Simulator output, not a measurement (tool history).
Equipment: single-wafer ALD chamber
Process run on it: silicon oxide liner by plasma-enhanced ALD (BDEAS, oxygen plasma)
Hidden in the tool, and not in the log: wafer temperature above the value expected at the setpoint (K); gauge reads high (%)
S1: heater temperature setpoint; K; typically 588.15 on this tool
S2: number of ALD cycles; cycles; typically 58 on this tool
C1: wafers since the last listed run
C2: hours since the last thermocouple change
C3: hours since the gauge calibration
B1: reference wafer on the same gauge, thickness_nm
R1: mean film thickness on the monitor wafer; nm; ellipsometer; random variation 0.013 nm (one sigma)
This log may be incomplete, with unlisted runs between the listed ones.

run   hour      S1  S2   C1      C2     C3     B1     R1
  1    0.0  588.15  51    0  1999.8   18.7  4.600  4.582
  2   12.3  588.15  51   89  2012.1   31.0  4.601  4.571
  3   19.0  588.15  58   48  2018.8   37.7  4.602  5.194
  4   35.6  588.15  58  120  2035.4   54.3  4.601  5.219
  5   44.9  588.15  58   67  2044.7   63.6  4.599  5.204
  6   59.5  588.15  56  105  2059.3   78.2  4.599  5.026
  7   69.7  588.15  56   73  2069.5   88.4  4.601  5.020
  8   79.3  588.15  58   69  2079.1   98.0  4.603  5.184
      88.8  -- thermocouple changed; heater temperature recalibrated
  9   93.3  588.15  58   43     4.5  112.0  4.599  5.220
 10  104.8  588.15  58   83    16.0  123.5  4.599  5.195
 11  112.5  588.15  51   55    23.7  131.2  4.600  4.559
 12  119.5  599.15  66   50    30.7  138.2  4.603  5.828
 13  135.4  588.15  58  115    46.6  154.1  4.597  5.220
 14  143.8  584.15  58   60    55.0  162.5  4.601  5.219
 15  154.1  588.15  58   74    65.3  172.8  4.599  5.200
     169.4  -- gauge calibrated
 16  170.7  601.15  62  120    81.9    1.3  4.598  5.450
 17  182.2  603.15  50   83    93.4   12.8  4.601  4.386
 18  191.6  580.15  68   68   102.8   22.2  4.599  6.197
 19  207.6  599.15  64  116   118.8   38.2  4.600  5.635
 20  214.7  597.15  66   51   125.9   45.3  4.601  5.816
 21  227.4  599.15  58   92   138.6   58.0  4.600  5.093

Consider 4 possible next runs. They are alternatives, not a sequence: every one starts from the tool as it was left by run 21. What does each give?
  A  227.9  588.15  58   3  139.1  58.5   ?   ?
  B  227.9  575.15  58   3  139.1  58.5   ?   ?
  C  227.9  574.15  61   3  139.1  58.5   ?   ?
  D  227.9  574.15  47   3  139.1  58.5   ?   ?

run     B1     R1
  A  4.600  5.195
  B  4.600  5.292
  C  4.600  5.573
  D  4.600  4.294
Had the tool no hidden state, the same runs would have come out as:
run     R1
  A  5.195
  B  5.292
  C  5.573
  D  4.294

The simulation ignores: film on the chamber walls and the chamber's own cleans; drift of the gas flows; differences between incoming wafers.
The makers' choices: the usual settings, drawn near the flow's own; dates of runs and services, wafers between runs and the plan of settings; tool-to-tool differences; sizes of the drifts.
